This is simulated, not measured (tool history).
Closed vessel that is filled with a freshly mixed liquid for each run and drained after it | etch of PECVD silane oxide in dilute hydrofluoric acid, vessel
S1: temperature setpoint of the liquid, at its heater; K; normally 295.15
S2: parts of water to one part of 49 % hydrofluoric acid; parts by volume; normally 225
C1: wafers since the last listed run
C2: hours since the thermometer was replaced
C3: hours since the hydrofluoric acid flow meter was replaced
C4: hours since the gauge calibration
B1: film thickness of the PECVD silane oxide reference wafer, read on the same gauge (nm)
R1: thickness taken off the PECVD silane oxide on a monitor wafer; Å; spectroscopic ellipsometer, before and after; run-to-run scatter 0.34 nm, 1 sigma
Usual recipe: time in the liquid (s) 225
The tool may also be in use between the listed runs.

{"run": 1, "day": 0.0, "S1": 295.15, "S2": 195, "time in the liquid (s)": 225, "C1": 0, "C2": 1095.8, "C3": 313.2, "C4": 869.7, "B1": 69.96, "R1": 426.6}
{"run": 2, "day": 2.083, "S1": 295.15, "S2": 225, "time in the liquid (s)": 135, "C1": 4053, "C2": 1145.8, "C3": 363.2, "C4": 919.7, "B1": 69.96, "R1": 212.3}
{"run": 3, "day": 2.717, "S1": 295.15, "S2": 225, "time in the liquid (s)": 135, "C1": 1232, "C2": 1161.0, "C3": 378.4, "C4": 934.9, "B1": 70.0, "R1": 213.4}
{"day": 3.325, "done": "gauge calibrated"}
{"run": 4, "day": 3.662, "S1": 295.15, "S2": 160, "time in the liquid (s)": 225, "C1": 1840, "C2": 1183.7, "C3": 401.1, "C4": 8.1, "B1": 70.02, "R1": 540.3}
{"run": 5, "day": 4.762, "S1": 295.15, "S2": 225, "time in the liquid (s)": 225, "C1": 2140, "C2": 1210.1, "C3": 427.5, "C4": 34.5, "B1": 69.99, "R1": 353.9}
{"run": 6, "day": 5.7, "S1": 295.15, "S2": 225, "time in the liquid (s)": 225, "C1": 1823, "C2": 1232.6, "C3": 450.0, "C4": 57.0, "B1": 69.96, "R1": 360.6}
{"run": 7, "day": 6.233, "S1": 295.15, "S2": 225, "time in the liquid (s)": 225, "C1": 1037, "C2": 1245.4, "C3": 462.8, "C4": 69.8, "B1": 69.99, "R1": 360.3}
{"run": 8, "day": 7.25, "S1": 295.15, "S2": 225, "time in the liquid (s)": 225, "C1": 1977, "C2": 1269.8, "C3": 487.2, "C4": 94.2, "B1": 69.98, "R1": 357.0}
{"run": 9, "day": 8.65, "S1": 295.15, "S2": 225, "time in the liquid (s)": 225, "C1": 2723, "C2": 1303.4, "C3": 520.8, "C4": 127.8, "B1": 70.05, "R1": 358.5}
{"run": 10, "day": 9.438, "S1": 295.15, "S2": 280, "time in the liquid (s)": 225, "C1": 1532, "C2": 1322.3, "C3": 539.7, "C4": 146.7, "B1": 70.01, "R1": 265.6}
{"run": 11, "day": 10.338, "S1": 291.15, "S2": 280, "time in the liquid (s)": 225, "C1": 1751, "C2": 1343.9, "C3": 561.3, "C4": 168.3, "B1": 70.01, "R1": 234.3}
{"run": 12, "day": 11.029, "S1": 295.15, "S2": 325, "time in the liquid (s)": 225, "C1": 1345, "C2": 1360.5, "C3": 577.9, "C4": 184.9, "B1": 69.95, "R1": 223.9}
{"day": 14.767, "done": "thermometer replaced"}
{"run": 13, "day": 15.162, "S1": 295.15, "S2": 225, "time in the liquid (s)": 345, "C1": 7960, "C2": 9.5, "C3": 677.1, "C4": 284.1, "B1": 69.99, "R1": 537.7}
{"run": 14, "day": 16.629, "S1": 295.15, "S2": 160, "time in the liquid (s)": 185, "C1": 2853, "C2": 44.7, "C3": 712.3, "C4": 319.3, "B1": 69.99, "R1": 432.6}
{"run": 15, "day": 17.796, "S1": 295.15, "S2": 160, "time in the liquid (s)": 170, "C1": 2269, "C2": 72.7, "C3": 740.3, "C4": 347.3, "B1": 69.98, "R1": 402.8}
{"run": 16, "day": 18.4, "S1": 295.15, "S2": 160, "time in the liquid (s)": 170, "C1": 1175, "C2": 87.2, "C3": 754.8, "C4": 361.8, "B1": 70.01, "R1": 396.1}
{"run": 17, "day": 19.258, "S1": 295.15, "S2": 225, "time in the liquid (s)": 225, "C1": 1669, "C2": 107.8, "C3": 775.4, "C4": 382.4, "B1": 70.0, "R1": 353.7}
{"run": 18, "day": 20.058, "S1": 297.15, "S2": 130, "time in the liquid (s)": 160, "C1": 1556, "C2": 127.0, "C3": 794.6, "C4": 401.6, "B1": 69.99, "R1": 512.1}
{"day": 20.112, "done": "hydrofluoric acid flow meter replaced"}
{"run": 19, "day": 20.65, "S1": 291.15, "S2": 310, "time in the liquid (s)": 225, "C1": 1070, "C2": 141.2, "C3": 12.9, "C4": 415.8, "B1": 69.99, "R1": 211.3}
{"run": 20, "day": 21.788, "S1": 299.15, "S2": 195, "time in the liquid (s)": 150, "C1": 2213, "C2": 168.5, "C3": 40.2, "C4": 443.1, "B1": 70.01, "R1": 334.0}
{"run": 21, "day": 22.688, "S1": 297.15, "S2": 330, "time in the liquid (s)": 225, "C1": 1751, "C2": 190.1, "C3": 61.8, "C4": 464.7, "B1": 70.0, "R1": 240.4}
{"run": 22, "day": 23.771, "S1": 291.65, "S2": 305, "time in the liquid (s)": 340, "C1": 2107, "C2": 216.1, "C3": 87.8, "C4": 490.7, "B1": 69.96, "R1": 331.3}
{"run": 23, "day": 24.329, "S1": 296.65, "S2": 270, "time in the liquid (s)": 115, "C1": 1086, "C2": 229.5, "C3": 101.2, "C4": 504.1, "B1": 69.96, "R1": 153.3}
{"run": 24, "day": 25.479, "S1": 293.15, "S2": 225, "time in the liquid (s)": 295, "C1": 2237, "C2": 257.1, "C3": 128.8, "C4": 531.7, "B1": 70.0, "R1": 441.7}
{"run": 25, "day": 26.029, "S1": 295.15, "S2": 225, "time in the liquid (s)": 130, "C1": 1070, "C2": 270.3, "C3": 142.0, "C4": 544.9, "B1": 69.99, "R1": 212.5}
{"run": 26, "day": 27.379, "S1": 295.15, "S2": 225, "time in the liquid (s)": 225, "C1": 2626, "C2": 302.7, "C3": 174.4, "C4": 577.3, "B1": 70.0, "R1": 356.1}
{"run": 27, "day": 31.062, "S1": 295.15, "S2": 315, "time in the liquid (s)": 135, "C1": 7166, "C2": 391.1, "C3": 262.8, "C4": 665.7, "B1": 69.98, "R1": 140.7}
{"run": 28, "day": 31.675, "S1": 295.15, "S2": 225, "time in the liquid (s)": 135, "C1": 1191, "C2": 405.8, "C3": 277.5, "C4": 680.4, "B1": 70.0, "R1": 211.8}
{"run": 29, "day": 32.908, "S1": 299.65, "S2": 225, "time in the liquid (s)": 225, "C1": 2399, "C2": 435.4, "C3": 307.1, "C4": 710.0, "B1": 69.99, "R1": 422.4}
{"run": 30, "day": 33.433, "S1": 295.15, "S2": 225, "time in the liquid (s)": 225, "C1": 1021, "C2": 448.0, "C3": 319.7, "C4": 722.6, "B1": 69.99, "R1": 353.0}
{"run": 31, "day": 34.767, "S1": 297.15, "S2": 320, "time in the liquid (s)": 260, "C1": 2594, "C2": 480.0, "C3": 351.7, "C4": 754.6, "B1": 69.97, "R1": 278.4}
{"run": 32, "day": 35.546, "S1": 296.65, "S2": 225, "time in the liquid (s)": 225, "C1": 1515, "C2": 498.7, "C3": 370.4, "C4": 773.3, "B1": 70.02, "R1": 383.0}
{"day": 35.788, "done": "gauge calibrated"}
{"run": 33, "day": 36.567, "S1": 295.15, "S2": 315, "time in the liquid (s)": 160, "C1": 1986, "C2": 523.2, "C3": 394.9, "C4": 18.7, "B1": 69.99, "R1": 167.7}
{"run": 34, "day": 37.271, "S1": 291.15, "S2": 270, "time in the liquid (s)": 335, "C1": 1370, "C2": 540.1, "C3": 411.8, "C4": 35.6, "B1": 69.96, "R1": 359.0}

What if the next run were any one of these 3? Each begins from the tool's condition after run 34:
{"run": "A", "day": 37.3, "S1": 295.15, "S2": 225, "time in the liquid (s)": 225, "C1": 56, "C2": 540.8, "C3": 412.5, "C4": 36.3, "B1": "?", "R1": "?"}
{"run": "B", "day": 37.3, "S1": 296.65, "S2": 175, "time in the liquid (s)": 180, "C1": 56, "C2": 540.8, "C3": 412.5, "C4": 36.3, "B1": "?", "R1": "?"}
{"run": "C", "day": 37.3, "S1": 290.65, "S2": 335, "time in the liquid (s)": 165, "C1": 56, "C2": 540.8, "C3": 412.5, "C4": 36.3, "B1": "?", "R1": "?"}

run=A B1=70.00 R1=356.0
run=B B1=70.00 R1=408.5
run=C B1=70.00 R1=134.2
Stripped of hidden state, with their random variation kept, the same runs would have yielded:
run=A R1=366.8
run=B R1=420.5
run=C R1=138.4
